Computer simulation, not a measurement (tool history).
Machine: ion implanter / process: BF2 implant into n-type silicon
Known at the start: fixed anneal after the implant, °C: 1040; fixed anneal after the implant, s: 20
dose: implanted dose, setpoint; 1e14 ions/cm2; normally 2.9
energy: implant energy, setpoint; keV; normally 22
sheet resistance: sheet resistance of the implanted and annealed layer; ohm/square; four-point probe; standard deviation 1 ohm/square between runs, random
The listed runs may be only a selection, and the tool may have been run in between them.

run   hour  dose  energy  wafers since the last listed run  hours since the last dose calibration  hours since the extraction supply was calibrated  hours since the gauge calibration  read-back reference wafer on the same gauge, sheet resistance  sheet resistance
  1      0  2.21      22                                 0                                 1435.8                                            4834.4                              123.4                                                          369.8            515.77
  2     32  2.21      22                               333                                 1467.8                                            4866.4                              155.4                                                         370.26             513.8
  3     53   2.9      22                               218                                 1488.8                                            4887.4                              176.4                                                         370.02            408.83
  4   79.3   2.9      22                               274                                 1515.1                                            4913.7                              202.7                                                         369.81            409.53
  5  102.9   2.9    19.5                               246                                 1538.7                                            4937.3                              226.3                                                          369.9            413.48
  6  117.8   2.9    20.5                               155                                 1553.6                                            4952.2                              241.2                                                         369.87            410.85
  7  165.8   2.9    20.5                               500                                 1601.6                                            5000.2                              289.2                                                         370.23            412.66
  8  180.6   2.9    20.5                               154                                 1616.4                                              5015                                304                                                         369.88            413.41
     211.9  -- extraction supply calibrated
  9  212.4   2.9      19                               248                                 1648.2                                               0.5                              335.8                                                         369.91            414.93
     214.9  -- gauge calibrated
 10  240.6   2.9      19                               294                                 1676.4                                              28.7                               25.7                                                         370.48            417.66
 11  255.5   2.9      19                               155                                 1691.3                                              43.6                               40.6                                                          370.1            415.96
 12  270.8  3.26      19                               159                                 1706.6                                              58.9                               55.9                                                          370.1            375.47
 13  301.9   3.3      26                               324                                 1737.7                                                90                                 87                                                         369.86            362.14
 14    326  2.11      15                               251                                 1761.8                                             114.1                              111.1                                                         370.14            559.48
 15  344.6   2.9      18                               193                                 1780.4                                             132.7                              129.7                                                         370.25            419.11
     357.3  -- Faraday cup replaced and dose calibrated
 16  374.7  3.63    29.5                               230                                   17.4                                             162.8                              159.8                                                         369.63            318.43
 17  394.3  2.21      25                               204                                     37                                             182.4                              179.4                                                         369.92            493.67
 18  411.8   2.9      22                               182                                   54.5                                             199.9                              196.9                                                         370.05            395.45
 19  432.6   2.2    15.5                               216                                   75.3                                             220.7                              217.7                                                         369.78            516.05
 20  462.9  2.32      15                               315                                  105.6                                               251                                248                                                         369.49            496.39
 21  496.7   2.9      22                               352                                  139.4                                             284.8                              281.8                                                         369.75            396.56
 22  511.5   2.5      20                               154                                  154.2                                             299.6                              296.6                                                         370.01            454.69
     535.5  -- gauge calibrated
 23  544.7   2.9    14.5                               346                                  187.4                                             332.8                                9.2                                                         370.45             411.5
 24  579.9   2.9      22                               367                                  222.6                                               368                               44.4                                                         369.73            396.02

How would selected steps in sheet resistance from run to run divide? Give the signed amount a tool lacking its hidden state would still show from settings, what came in and random variation, and the signed amount left for the hidden state, including any gauge scatter that is not in both of the compared results.
The tool's hidden condition here consists of: deviation of the true dose from the Faraday cup's reading, %; deviation of the true energy from its setpoint, %; gauge reads high (%).
Run 13 -> 14: dose 3.3 -> 2.11, energy 26 -> 15. sheet resistance +197.34 ohm/square: hidden state +8.69, all else +188.65.
Run 15 -> 16: dose 2.9 -> 3.63, energy 18 -> 29.5, Faraday cup replaced and dose calibrated. sheet resistance -100.68 ohm/square: hidden state -17.15, all else -83.53.
Run 16 -> 17: dose 3.63 -> 2.21, energy 29.5 -> 25. sheet resistance +175.24 ohm/square: hidden state +0.55, all else +174.69.
